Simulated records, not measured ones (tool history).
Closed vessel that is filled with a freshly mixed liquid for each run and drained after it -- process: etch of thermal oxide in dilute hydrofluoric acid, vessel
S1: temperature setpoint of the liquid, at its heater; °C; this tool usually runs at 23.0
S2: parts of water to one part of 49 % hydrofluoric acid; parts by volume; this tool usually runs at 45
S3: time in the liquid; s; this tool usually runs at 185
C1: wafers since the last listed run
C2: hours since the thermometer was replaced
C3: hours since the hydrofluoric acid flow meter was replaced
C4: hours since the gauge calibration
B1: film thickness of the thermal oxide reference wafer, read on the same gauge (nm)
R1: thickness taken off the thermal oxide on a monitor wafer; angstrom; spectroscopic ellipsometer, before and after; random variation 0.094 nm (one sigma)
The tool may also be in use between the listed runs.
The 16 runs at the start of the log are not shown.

run,hour,S1,S2,S3,C1,C2,C3,C4,B1,R1
17,955.9,23.0,45,225,2824,604.6,242.1,409.2,139.98,247.8
18,992.4,18.5,60,85,3965,641.1,278.6,445.7,140.01,56.5
19,1041.7,25.0,45,125,5356,690.4,327.9,495.0,139.97,147.7
20,1096.4,23.0,45,185,5943,745.1,382.6,549.7,140.00,199.8
21,1140.0,25.0,45,125,4737,788.7,426.2,593.3,140.01,147.1
22,1192.6,23.0,30,290,5715,841.3,478.8,645.9,140.02,481.0
23,1238.6,27.0,30,235,4998,887.3,524.8,691.9,139.99,457.2
24,1265.3,25.0,30,100,2901,914.0,551.5,718.6,139.97,178.4
25,1326.3,23.0,45,185,6627,975.0,612.5,779.6,140.02,198.5
26,1367.8,21.0,50,185,4509,1016.5,654.0,821.1,140.04,163.7

Run 27 is up next; what results do you expect?
27,1396.1,23.0,45,185,3074,1044.8,682.3,849.4,?,?

Run 27 gave B1 139.99, R1 199.0 angstrom.
With the hidden condition absent and the run-to-run variation left alone, this run would have shown R1 207.3 angstrom.

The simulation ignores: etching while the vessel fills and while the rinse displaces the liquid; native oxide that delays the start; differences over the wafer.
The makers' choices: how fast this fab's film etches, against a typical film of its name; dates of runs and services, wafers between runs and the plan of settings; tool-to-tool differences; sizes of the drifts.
